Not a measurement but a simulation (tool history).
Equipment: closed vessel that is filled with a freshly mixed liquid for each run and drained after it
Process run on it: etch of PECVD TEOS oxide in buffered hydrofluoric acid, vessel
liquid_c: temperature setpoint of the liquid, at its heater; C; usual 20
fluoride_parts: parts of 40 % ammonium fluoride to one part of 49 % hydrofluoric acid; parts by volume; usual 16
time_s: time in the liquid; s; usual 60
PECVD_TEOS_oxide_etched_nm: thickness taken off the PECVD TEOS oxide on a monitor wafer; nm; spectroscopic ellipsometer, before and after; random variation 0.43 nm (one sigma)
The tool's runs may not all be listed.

run	day	liquid_c	fluoride_parts	time_s	wafers since the last listed run	hours since the thermometer was replaced	hours since the hydrofluoric acid flow meter was replaced	hours since the gauge calibration	read-back film thickness of the PECVD TEOS oxide reference wafer, read on the same gauge (nm)	PECVD_TEOS_oxide_etched_nm
1	0	20	20.5	40	0	2350.2	920.6	359.4	120	51.48
2	0.512	20	20.5	40	1011	2362.5	932.9	371.7	119.97	51.71
3	1.067	20	16	60	1093	2375.8	946.2	385	120	97.88
4	1.708	20	16	50	1265	2391.2	961.6	400.4	119.99	82.08
5	2.183	22.5	16	60	937	2402.6	973	411.8	119.98	112.83
6	2.521	22.5	16	60	665	2410.7	981.1	419.9	119.99	112.87
7	3.412	22.5	16	60	1759	2432.1	1002.5	441.3	119.99	112.1
8	4.025	20	16	60	1208	2446.8	1017.2	456	120.01	97.91
9	4.592	20	16	60	1117	2460.4	1030.8	469.6	120	98.64
10	5.083	20	16	60	969	2472.2	1042.6	481.4	120	98.36
11	5.7	22	18.5	70	1216	2487	1057.4	496.2	119.99	111.32
12	6.079	20	19.5	40	748	2496.1	1066.5	505.3	120	53.55
13	6.396	20	16	60	624	2503.7	1074.1	512.9	119.99	97.25
# day 6.525: thermometer replaced
14	7.983	24	16	60	3049	35	1112.2	551	120	122.06
# day 8.183: hydrofluoric acid flow meter replaced
15	8.242	18.5	16	30	427	41.2	1.4	557.2	119.99	45.16
16	8.658	20	20.5	40	821	51.2	11.4	567.2	120.02	51.69
17	8.925	17	16	80	526	57.6	17.8	573.6	119.97	110.27
18	9.346	23.5	21	40	830	67.7	27.9	583.7	120.01	61.88
# day 9.512: gauge calibrated
19	9.879	20	16	95	1052	80.5	40.7	8.8	119.99	154.06
20	10.346	22.5	19.5	30	920	91.7	51.9	20	120.01	46.45
21	10.804	24.5	16	60	904	102.7	62.9	31	120.03	125.98
22	11.5	24.5	18	85	1372	119.4	79.6	47.7	120	158.04
23	12.225	20	11.5	30	1430	136.8	97	65.1	119.99	67.79
24	12.625	17	13	50	789	146.4	106.6	74.7	119.99	84.5
25	13.008	20	16	60	756	155.6	115.8	83.9	120.01	98.67
26	14.442	20	11.5	60	2827	190	150.2	118.3	120.02	136.21
27	15.046	18	14	45	1191	204.5	164.7	132.8	120.01	74.96
28	15.571	20	16	30	1035	217.1	177.3	145.4	120.01	49.02
29	16.138	20	16	60	1117	230.7	190.9	159	119.99	98.01
30	16.833	20	16	70	1372	247.4	207.6	175.7	119.99	114.5
31	17.142	22.5	12.5	30	608	254.8	215	183.1	120.01	71.67
32	17.658	23	16	60	1019	267.2	227.4	195.5	120.02	115.09

Here are 5 independent what-if runs from the current tool condition. What would each one return?
A	17.688	20	14	60	57	267.9	228.1	196.2	?	?
B	17.688	17.5	19.5	35	57	267.9	228.1	196.2	?	?
C	17.688	17	16	35	57	267.9	228.1	196.2	?	?
D	17.688	20	16	40	57	267.9	228.1	196.2	?	?
E	17.688	22.5	20	90	57	267.9	228.1	196.2	?	?

run	read-back film thickness of the PECVD TEOS oxide reference wafer, read on the same gauge (nm)	PECVD_TEOS_oxide_etched_nm
A	119.99	112.22
B	119.99	40.99
C	119.99	48.43
D	119.99	65.61
E	119.99	136.13
With the hidden condition removed and each run's random variation left untouched, the same runs would have given:
run	PECVD_TEOS_oxide_etched_nm
A	112.22
B	40.99
C	48.43
D	65.61
E	136.13
